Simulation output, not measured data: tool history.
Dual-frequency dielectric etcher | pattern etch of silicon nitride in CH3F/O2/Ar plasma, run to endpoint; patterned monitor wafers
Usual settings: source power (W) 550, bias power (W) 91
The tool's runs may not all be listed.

run    hour  source power (W)  bias power (W)  incoming incoming film thickness, nm  endpoint time (s)
  1     0.0               550              91                                 28.83               32.9
  2    86.0               550              91                                 28.46               32.6
      155.1  -- wet clean of the chamber
  3   188.0               550              91                                 28.59               32.2
  4   226.1               550              91                                 28.44               31.8
  5   314.3               640             108                                 28.38               27.4
  6   380.0               510              91                                 28.72               34.2
  7   432.9               510              91                                 28.83               34.2
  8   476.5               510              91                                 28.96               34.5
  9   556.5               650              91                                 28.90               29.7
 10   631.4               650              91                                 28.79               29.6
      691.9  -- wet clean of the chamber
 11   720.4               550              91                                 28.78               31.8
 12   791.9               550              91                                 28.61               32.2
      862.4  -- source power generator calibrated
      876.2  -- upper electrode replaced
 13   876.7               550              91                                 28.93               33.0
 14   952.7               490             101                                 28.72               34.3
 15  1033.7               550              91                                 28.55               33.1
 16  1105.9               500              91                                 28.83               35.2
     1175.7  -- bias power generator calibrated
 17  1197.0               680              77                                 28.52               30.9
     1241.9  -- wet clean of the chamber
 18  1263.5               640              91                                 28.67               29.6
 19  1349.9               680             107                                 28.61               27.4
 20  1412.4               600              71                                 28.57               33.8
 21  1486.4               490              79                                 28.56               37.2
 22  1534.8               550              91                                 28.87               33.2
 23  1632.6               550              91                                 28.71               33.1
 24  1694.2               450             101                                 28.91               36.6
 25  1769.4               510              70                                 28.79               38.4
     1853.0  -- wet clean of the chamber
 26  1854.3               590              98                                 28.60               30.2
 27  1937.9               680              72                                 28.50               31.2

The same runs without the tool's hidden state, with the same run-to-run variation:
The hidden state here: etch rate over this chamber's usual, %; source power that arrives over what is set, %; bias power that arrives over what is set, %.
run  endpoint time (s)
  1               32.5
  2               32.1
  3               32.4
  4               32.0
  5               27.5
  6               34.2
  7               34.2
  8               34.4
  9               29.6
 10               29.5
 11               32.4
 12               32.7
 13               32.6
 14               33.7
 15               32.4
 16               34.4
 17               30.1
 18               29.4
 19               27.2
 20               33.4
 21               36.7
 22               32.7
 23               32.5
 24               35.8
 25               37.6
 26               30.3
 27               31.3

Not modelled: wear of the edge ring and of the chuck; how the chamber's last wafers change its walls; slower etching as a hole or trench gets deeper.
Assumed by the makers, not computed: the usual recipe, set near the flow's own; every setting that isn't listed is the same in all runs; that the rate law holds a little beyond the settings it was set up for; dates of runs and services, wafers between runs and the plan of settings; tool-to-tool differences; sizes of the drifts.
